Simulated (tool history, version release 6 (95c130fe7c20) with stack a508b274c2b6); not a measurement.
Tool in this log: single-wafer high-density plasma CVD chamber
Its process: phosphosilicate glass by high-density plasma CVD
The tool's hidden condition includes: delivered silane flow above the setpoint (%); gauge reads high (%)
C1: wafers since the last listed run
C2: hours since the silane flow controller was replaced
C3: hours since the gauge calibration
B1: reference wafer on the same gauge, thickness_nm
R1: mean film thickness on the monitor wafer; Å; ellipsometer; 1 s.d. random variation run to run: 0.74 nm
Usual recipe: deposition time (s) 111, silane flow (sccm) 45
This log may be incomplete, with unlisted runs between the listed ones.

{"run": 1, "hour": 0.0, "deposition time (s)": 111, "silane flow (sccm)": 45, "C1": 0, "C2": 4163.7, "C3": 219.5, "B1": 487.931, "R1": 5070.36}
{"run": 2, "hour": 22.7, "deposition time (s)": 111, "silane flow (sccm)": 45, "C1": 390, "C2": 4186.4, "C3": 242.2, "B1": 488.31, "R1": 5072.05}
{"run": 3, "hour": 36.4, "deposition time (s)": 111, "silane flow (sccm)": 45, "C1": 235, "C2": 4200.1, "C3": 255.9, "B1": 488.071, "R1": 5050.7}
{"run": 4, "hour": 63.3, "deposition time (s)": 111, "silane flow (sccm)": 45, "C1": 462, "C2": 4227, "C3": 282.8, "B1": 487.886, "R1": 5072.37}
{"run": 5, "hour": 86.1, "deposition time (s)": 111, "silane flow (sccm)": 45, "C1": 392, "C2": 4249.8, "C3": 305.6, "B1": 487.888, "R1": 5073.54}
{"run": 6, "hour": 118.5, "deposition time (s)": 111, "silane flow (sccm)": 45, "C1": 557, "C2": 4282.2, "C3": 338, "B1": 488.182, "R1": 5073.1}
{"run": 7, "hour": 144.6, "deposition time (s)": 111, "silane flow (sccm)": 45, "C1": 449, "C2": 4308.3, "C3": 364.1, "B1": 488.141, "R1": 5069.71}
{"run": 8, "hour": 162.9, "deposition time (s)": 111, "silane flow (sccm)": 45, "C1": 314, "C2": 4326.6, "C3": 382.4, "B1": 488.034, "R1": 5084.45}
{"run": 9, "hour": 264.6, "deposition time (s)": 111, "silane flow (sccm)": 45, "C1": 1749, "C2": 4428.3, "C3": 484.1, "B1": 488.351, "R1": 5093.12}
{"run": 10, "hour": 286.2, "deposition time (s)": 99, "silane flow (sccm)": 50, "C1": 371, "C2": 4449.9, "C3": 505.7, "B1": 488.167, "R1": 4906.22}
{"hour": 299.8, "done": "gauge calibrated"}
{"run": 11, "hour": 304.5, "deposition time (s)": 99, "silane flow (sccm)": 50, "C1": 314, "C2": 4468.2, "C3": 4.7, "B1": 487.831, "R1": 4904.77}
{"run": 12, "hour": 335.8, "deposition time (s)": 111, "silane flow (sccm)": 51, "C1": 538, "C2": 4499.5, "C3": 36, "B1": 488.012, "R1": 5592.61}
{"run": 13, "hour": 355.7, "deposition time (s)": 111, "silane flow (sccm)": 45, "C1": 342, "C2": 4519.4, "C3": 55.9, "B1": 488.05, "R1": 5083.52}
{"run": 14, "hour": 378.0, "deposition time (s)": 105, "silane flow (sccm)": 49, "C1": 383, "C2": 4541.7, "C3": 78.2, "B1": 488.353, "R1": 5134.54}
{"hour": 389.9, "done": "silane flow controller replaced"}
{"run": 15, "hour": 409.0, "deposition time (s)": 111, "silane flow (sccm)": 45, "C1": 395, "C2": 19.1, "C3": 109.2, "B1": 488.309, "R1": 4898.5}
{"run": 16, "hour": 439.1, "deposition time (s)": 111, "silane flow (sccm)": 38, "C1": 517, "C2": 49.2, "C3": 139.3, "B1": 487.892, "R1": 4321.71}
{"run": 17, "hour": 466.3, "deposition time (s)": 119, "silane flow (sccm)": 45, "C1": 467, "C2": 76.4, "C3": 166.5, "B1": 487.598, "R1": 5263.69}
{"run": 18, "hour": 496.7, "deposition time (s)": 111, "silane flow (sccm)": 45, "C1": 523, "C2": 106.8, "C3": 196.9, "B1": 487.846, "R1": 4903.33}
{"run": 19, "hour": 528.0, "deposition time (s)": 111, "silane flow (sccm)": 45, "C1": 538, "C2": 138.1, "C3": 228.2, "B1": 487.899, "R1": 4909.44}
{"run": 20, "hour": 543.1, "deposition time (s)": 123, "silane flow (sccm)": 37, "C1": 259, "C2": 153.2, "C3": 243.3, "B1": 488.146, "R1": 4710.28}
{"run": 21, "hour": 603.7, "deposition time (s)": 96, "silane flow (sccm)": 40, "C1": 1042, "C2": 213.8, "C3": 303.9, "B1": 488.403, "R1": 3892.36}
{"run": 22, "hour": 633.8, "deposition time (s)": 96, "silane flow (sccm)": 41, "C1": 517, "C2": 243.9, "C3": 334, "B1": 488.056, "R1": 3950.37}
{"run": 23, "hour": 647.8, "deposition time (s)": 102, "silane flow (sccm)": 51, "C1": 240, "C2": 257.9, "C3": 348, "B1": 488.125, "R1": 4954.68}
{"run": 24, "hour": 676.6, "deposition time (s)": 117, "silane flow (sccm)": 39, "C1": 495, "C2": 286.7, "C3": 376.8, "B1": 487.757, "R1": 4655.26}
{"run": 25, "hour": 696.9, "deposition time (s)": 97, "silane flow (sccm)": 51, "C1": 349, "C2": 307, "C3": 397.1, "B1": 488.312, "R1": 4732.18}
{"run": 26, "hour": 717.6, "deposition time (s)": 111, "silane flow (sccm)": 45, "C1": 356, "C2": 327.7, "C3": 417.8, "B1": 487.774, "R1": 4914.91}

For each run, the measured value with the value that run would have given without the tool's hidden condition subtracted. The run-to-run variation is shared by both, the gauge scatter possibly not:
run=1 R1=+151.29
run=2 R1=+152.38
run=3 R1=+152.36
run=4 R1=+154.24
run=5 R1=+155.33
run=6 R1=+156.79
run=7 R1=+157.87
run=8 R1=+159.17
run=9 R1=+164.09
run=10 R1=+159.03
run=11 R1=+159.78
run=12 R1=+183.76
run=13 R1=+167.93
run=14 R1=+170.65
run=15 R1=-17.77
run=16 R1=-14.42
run=17 R1=-16.18
run=18 R1=-13.64
run=19 R1=-12.18
run=20 R1=-11
run=21 R1=-6.81
run=22 R1=-5.78
run=23 R1=-6.58
run=24 R1=-4.89
run=25 R1=-4.06
run=26 R1=-3.23
